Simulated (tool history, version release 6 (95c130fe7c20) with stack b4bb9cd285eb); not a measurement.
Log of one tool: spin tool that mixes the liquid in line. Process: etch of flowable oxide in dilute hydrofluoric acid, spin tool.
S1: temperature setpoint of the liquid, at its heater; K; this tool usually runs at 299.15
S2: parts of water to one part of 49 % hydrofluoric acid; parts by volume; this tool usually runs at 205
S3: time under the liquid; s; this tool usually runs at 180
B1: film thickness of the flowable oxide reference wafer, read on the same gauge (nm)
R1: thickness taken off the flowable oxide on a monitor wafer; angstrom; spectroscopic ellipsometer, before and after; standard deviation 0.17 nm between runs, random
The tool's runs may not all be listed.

run   hour      S1   S2   S3      B1     R1
  1      0  299.15  140  180  149.98  302.8
  2   17.7  299.15  140  180  149.99  303.4
  3   41.5  299.15  140  180  149.99    296
  4   71.4  299.15  205  180  149.98  191.8
  5  106.3  299.15  205  180  149.99  190.8
  6  118.5  299.15  205  180     150    197
  7  151.3  299.15  205  180  149.99  191.9
  8  171.1  299.15  205  150  149.98  160.4
     188.3  -- gauge calibrated
  9  193.4  299.15  205  150  150.01  159.7
 10  226.7  299.15  205  150  150.01    162
     233.7  -- thermometer replaced
     244.5  -- hydrofluoric acid flow meter replaced
 11  261.1  299.15  205  180  149.98  188.3
 12    295  299.15  205  180     150  189.3
 13  328.3  295.65  205  180  149.99  166.1
 14  342.3  296.65  205  180     150  172.5
 15    357  301.65  205  180     150  203.9
 16  372.7  299.15  180  180  150.02  219.8
 17  384.8  303.65  260  180  150.01  162.9
 18  410.4  299.15  205  180     150  187.8
 19  425.3  300.65  280  180  150.01  135.9
 20  451.2  299.15  205  180     150  187.9
     473.7  -- gauge calibrated
 21  475.3  295.15  115  100  149.99  177.2
 22  489.7  299.15  205  180  149.99    187
 23  518.6  301.15  165  150  150.02  222.5
 24  554.5  294.65  205  115     150  102.8
 25  588.2  300.65  165  210  149.99  304.8
 26  621.4  299.15  205  180  150.01  189.8

Below, some changes in R1 between adjacent runs. For each, the amount present without the hidden state too (settings, incoming material, random variation) and the amount remaining for the hidden state with gauge scatter not shared by both compared results:
Hidden state at play: liquid colder than its thermometer reads (K); hydrofluoric acid flow above the setpoint (%); gauge reads high (%).
Run 10 -> 11: S3 150 -> 180, thermometer replaced, hydrofluoric acid flow meter replaced. R1 +26.3 angstrom: hidden state -5.4, all else +31.7.
Run 23 -> 24: S1 301.15 -> 294.65, S2 165 -> 205, S3 150 -> 115. R1 -119.7 angstrom: hidden state -2.5, all else -117.2.
Run 24 -> 25: S1 294.65 -> 300.65, S2 205 -> 165, S3 115 -> 210. R1 +202 angstrom: hidden state +4.8, all else +197.2.
